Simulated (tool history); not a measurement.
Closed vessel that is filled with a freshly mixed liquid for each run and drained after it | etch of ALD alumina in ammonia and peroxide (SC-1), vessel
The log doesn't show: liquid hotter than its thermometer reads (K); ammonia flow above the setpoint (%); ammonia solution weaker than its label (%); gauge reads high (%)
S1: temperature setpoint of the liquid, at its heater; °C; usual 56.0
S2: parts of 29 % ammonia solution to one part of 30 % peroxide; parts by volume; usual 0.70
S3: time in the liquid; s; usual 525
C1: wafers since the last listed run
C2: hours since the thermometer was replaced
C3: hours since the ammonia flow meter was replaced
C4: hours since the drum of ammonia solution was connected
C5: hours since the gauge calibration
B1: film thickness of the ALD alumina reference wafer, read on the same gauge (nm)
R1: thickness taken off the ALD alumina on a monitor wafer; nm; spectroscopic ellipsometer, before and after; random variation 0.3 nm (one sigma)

Run 1, hour 0.0: usual settings; C1 0; C2 121.6; C3 1296.2; C4 408.7; C5 2790.9; B1 50.01. Result: R1 38.86 nm.
Run 2, hour 64.9: usual settings; C1 5420; C2 186.5; C3 1361.1; C4 473.6; C5 2855.8; B1 49.98. Result: R1 39.55 nm.
Run 3, hour 118.9: usual settings; C1 4509; C2 240.5; C3 1415.1; C4 527.6; C5 2909.8; B1 49.98. Result: R1 39.46 nm.
Run 4, hour 158.0: usual settings; C1 3265; C2 279.6; C3 1454.2; C4 566.7; C5 2948.9; B1 49.98. Result: R1 38.69 nm.
At hour 235.8: new drum of ammonia solution connected.
Run 5, hour 257.7: usual settings; C1 8243; C2 379.3; C3 1553.9; C4 21.9; C5 3048.6; B1 49.98. Result: R1 39.52 nm.
Run 6, hour 312.1: usual settings; C1 4543; C2 433.7; C3 1608.3; C4 76.3; C5 3103.0; B1 50.00. Result: R1 39.40 nm.
Run 7, hour 362.3: usual settings; C1 4192; C2 483.9; C3 1658.5; C4 126.5; C5 3153.2; B1 50.03. Result: R1 39.93 nm.
At hour 416.7: ammonia flow meter replaced.
Run 8, hour 466.5: usual settings but S2 0.55 parts by volume; C1 8619; C2 588.1; C3 49.8; C4 230.7; C5 3257.4; B1 49.99. Result: R1 38.82 nm.
Run 9, hour 546.5: usual settings but S1 50.5 °C, S2 0.60 parts by volume; C1 6681; C2 668.1; C3 129.8; C4 310.7; C5 3337.4; B1 50.01. Result: R1 29.52 nm.
Run 10, hour 607.3: usual settings but S1 63.5 °C, S3 370 s; C1 5077; C2 728.9; C3 190.6; C4 371.5; C5 3398.2; B1 49.99. Result: R1 41.78 nm.
Run 11, hour 695.4: usual settings but S2 0.90 parts by volume, S3 795 s; C1 7357; C2 817.0; C3 278.7; C4 459.6; C5 3486.3; B1 49.98. Result: R1 62.90 nm.
At hour 772.7: gauge calibrated.
Run 12, hour 786.5: usual settings; C1 7608; C2 908.1; C3 369.8; C4 550.7; C5 13.8; B1 50.01. Result: R1 40.55 nm.
At hour 798.8: new drum of ammonia solution connected.
Run 13, hour 885.2: usual settings but S1 51.5 °C, S2 0.80 parts by volume, S3 220 s; C1 8159; C2 1006.8; C3 468.5; C4 86.4; C5 112.5; B1 49.98. Result: R1 13.71 nm.
Run 14, hour 938.5: usual settings but S1 50.5 °C, S2 0.80 parts by volume, S3 705 s; C1 4451; C2 1060.1; C3 521.8; C4 139.7; C5 165.8; B1 49.99. Result: R1 41.87 nm.
Run 15, hour 1032.9: usual settings but S1 59.0 °C; C1 7884; C2 1154.5; C3 616.2; C4 234.1; C5 260.2; B1 50.00. Result: R1 48.37 nm.
At hour 1055.7: thermometer replaced.
Run 16, hour 1095.5: usual settings but S1 59.5 °C, S3 320 s; C1 5144; C2 39.8; C3 678.8; C4 296.7; C5 322.8; B1 50.03. Result: R1 28.12 nm.
Run 17, hour 1171.8: usual settings but S2 0.50 parts by volume, S3 720 s; C1 6372; C2 116.1; C3 755.1; C4 373.0; C5 399.1; B1 50.01. Result: R1 50.88 nm.
Run 18, hour 1213.5: usual settings but S1 48.5 °C, S3 270 s; C1 3482; C2 157.8; C3 796.8; C4 414.7; C5 440.8; B1 49.98. Result: R1 13.41 nm.
Run 19, hour 1283.3: usual settings but S3 335 s; C1 5829; C2 227.6; C3 866.6; C4 484.5; C5 510.6; B1 50.02. Result: R1 25.12 nm.
Run 20, hour 1320.5: usual settings; C1 3106; C2 264.8; C3 903.8; C4 521.7; C5 547.8; B1 50.01. Result: R1 39.26 nm.
At hour 1338.5: new drum of ammonia solution connected.
Run 21, hour 1388.9: usual settings but S1 50.0 °C, S2 0.55 parts by volume, S3 225 s; C1 5629; C2 333.2; C3 972.2; C4 50.4; C5 616.2; B1 49.99. Result: R1 11.93 nm.
Run 22, hour 1446.9: usual settings; C1 4844; C2 391.2; C3 1030.2; C4 108.4; C5 674.2; B1 49.99. Result: R1 39.81 nm.
Run 23, hour 1522.7: usual settings but S2 0.50 parts by volume, S3 760 s; C1 6330; C2 467.0; C3 1106.0; C4 184.2; C5 750.0; B1 49.98. Result: R1 55.29 nm.
Run 24, hour 1590.7: usual settings but S3 715 s; C1 5679; C2 535.0; C3 1174.0; C4 252.2; C5 818.0; B1 50.01. Result: R1 54.22 nm.
Run 25, hour 1675.7: usual settings but S1 51.5 °C, S2 1.00 parts by volume, S3 385 s; C1 7099; C2 620.0; C3 1259.0; C4 337.2; C5 903.0; B1 50.01. Result: R1 23.90 nm.
Run 26, hour 1753.8: usual settings but S1 51.5 °C, S2 1.00 parts by volume, S3 745 s; C1 6522; C2 698.1; C3 1337.1; C4 415.3; C5 981.1; B1 49.98. Result: R1 46.42 nm.
Run 27, hour 1822.9: usual settings but S1 51.5 °C, S2 1.00 parts by volume, S3 385 s; C1 5771; C2 767.2; C3 1406.2; C4 484.4; C5 1050.2; B1 49.99. Result: R1 24.17 nm.
At hour 1837.5: ammonia flow meter replaced.
At hour 1899.4: new drum of ammonia solution connected.
Run 28, hour 1922.7: usual settings but S1 47.0 °C; C1 8168; C2 867.0; C3 85.2; C4 23.3; C5 1150.0; B1 49.99. Result: R1 24.90 nm.
Run 29, hour 1960.7: usual settings but S1 47.0 °C, S2 0.40 parts by volume, S3 430 s; C1 3173; C2 905.0; C3 123.2; C4 61.3; C5 1188.0; B1 49.99. Result: R1 19.43 nm.

Some steps in R1 between neighbouring runs. How much of each would the tool show without its hidden state too (settings, what came in, random variation), and how much is left for the hidden state, with any gauge scatter that isn't in both results?
Run 13 -> 14: S1 51.5 -> 50.5, S3 220 -> 705. R1 +28.16 nm: hidden state +1.75, all else +26.41.
Run 15 -> 16: S1 59.0 -> 59.5, S3 525 -> 320, thermometer replaced. R1 -20.25 nm: hidden state -2.84, all else -17.41.
Run 17 -> 18: S1 56.0 -> 48.5, S2 0.50 -> 0.70, S3 720 -> 270. R1 -37.47 nm: hidden state -0.29, all else -37.18.
Run 24 -> 25: S1 56.0 -> 51.5, S2 0.70 -> 1.00, S3 715 -> 385. R1 -30.32 nm: hidden state -0.76, all else -29.56.
